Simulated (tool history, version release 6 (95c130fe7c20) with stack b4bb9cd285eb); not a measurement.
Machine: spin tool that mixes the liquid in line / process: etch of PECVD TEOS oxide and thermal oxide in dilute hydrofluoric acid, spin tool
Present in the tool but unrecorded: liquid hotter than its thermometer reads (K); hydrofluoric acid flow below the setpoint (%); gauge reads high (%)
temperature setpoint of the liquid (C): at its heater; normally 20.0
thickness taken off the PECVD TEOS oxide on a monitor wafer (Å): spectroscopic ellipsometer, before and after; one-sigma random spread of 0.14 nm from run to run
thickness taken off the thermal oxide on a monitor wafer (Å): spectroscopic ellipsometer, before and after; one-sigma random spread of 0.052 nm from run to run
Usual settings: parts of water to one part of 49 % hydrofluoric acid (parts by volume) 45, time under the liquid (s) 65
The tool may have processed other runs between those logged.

| run | hour | temperature setpoint of the liquid (C) | parts of water to one part of 49 % hydrofluoric acid (parts by volume) | time under the liquid (s) | wafers since the last listed run | hours since the thermometer was replaced | hours since the hydrofluoric acid flow meter was replaced | hours since the gauge calibration | read-back film thickness of the PECVD TEOS oxide reference wafer, read on the same gauge (nm) | read-back film thickness of the thermal oxide reference wafer, read on the same gauge (nm) | thickness taken off the PECVD TEOS oxide on a monitor wafer (Å) | thickness taken off the thermal oxide on a monitor wafer (Å) |
|---|---|---|---|---|---|---|---|---|---|---|---|---|
| 1 | 0.0 | 20.0 | 45 | 50 | 0 | 1883.6 | 1522.6 | 595.4 | 50.04 | 130.01 | 229.8 | 41.7 |
| 2 | 69.3 | 20.0 | 45 | 50 | 1014 | 1952.9 | 1591.9 | 664.7 | 49.96 | 129.97 | 232.6 | 41.9 |
| 3 | 117.1 | 20.0 | 45 | 50 | 700 | 2000.7 | 1639.7 | 712.5 | 50.01 | 129.95 | 231.6 | 41.6 |
| 4 | 142.6 | 20.0 | 45 | 95 | 373 | 2026.2 | 1665.2 | 738.0 | 50.00 | 129.97 | 440.5 | 78.6 |
| 5 | 192.6 | 20.0 | 45 | 95 | 732 | 2076.2 | 1715.2 | 788.0 | 49.99 | 130.03 | 441.1 | 80.4 |
| 6 | 259.9 | 20.0 | 45 | 95 | 985 | 2143.5 | 1782.5 | 855.3 | 50.03 | 129.98 | 434.8 | 80.1 |
| 7 | 287.1 | 20.0 | 45 | 65 | 398 | 2170.7 | 1809.7 | 882.5 | 50.02 | 129.96 | 301.3 | 54.3 |
| 8 | 347.5 | 20.0 | 45 | 65 | 884 | 2231.1 | 1870.1 | 942.9 | 49.97 | 129.96 | 301.7 | 55.0 |
| 9 | 413.4 | 21.5 | 45 | 80 | 965 | 2297.0 | 1936.0 | 1008.8 | 50.01 | 130.01 | 394.3 | 70.3 |
| 10 | 461.3 | 21.5 | 45 | 80 | 701 | 2344.9 | 1983.9 | 1056.7 | 50.00 | 130.02 | 395.5 | 70.7 |
| 11 | 495.7 | 20.0 | 45 | 65 | 503 | 2379.3 | 2018.3 | 1091.1 | 49.97 | 130.02 | 301.5 | 54.7 |
| 12 | 554.3 | 20.0 | 45 | 65 | 858 | 2437.9 | 2076.9 | 1149.7 | 50.01 | 130.00 | 299.0 | 53.4 |
|  | 582.8 | hydrofluoric acid flow meter replaced |
|  | 594.5 | gauge calibrated |
| 13 | 609.2 | 21.5 | 55 | 35 | 789 | 2492.8 | 26.4 | 14.7 | 49.99 | 129.97 | 140.1 | 25.0 |

Run 14 is up next; what results do you expect?
|  | 641.5 | thermometer replaced |
| 14 | 645.6 | 20.0 | 45 | 65 | 518 | 4.1 | 62.8 | 51.1 | ? | ? | ? | ? |

{"run 14": {"read-back film thickness of the PECVD TEOS oxide reference wafer, read on the same gauge (nm)": 49.99, "read-back film thickness of the thermal oxide reference wafer, read on the same gauge (nm)": 130.0, "thickness taken off the PECVD TEOS oxide on a monitor wafer (Å)": 299.3, "thickness taken off the thermal oxide on a monitor wafer (Å)": 54.2}}
With no hidden state in the tool, this same run would have given thickness taken off the PECVD TEOS oxide on a monitor wafer (Å) 299.3, thickness taken off the thermal oxide on a monitor wafer (Å) 54.2.
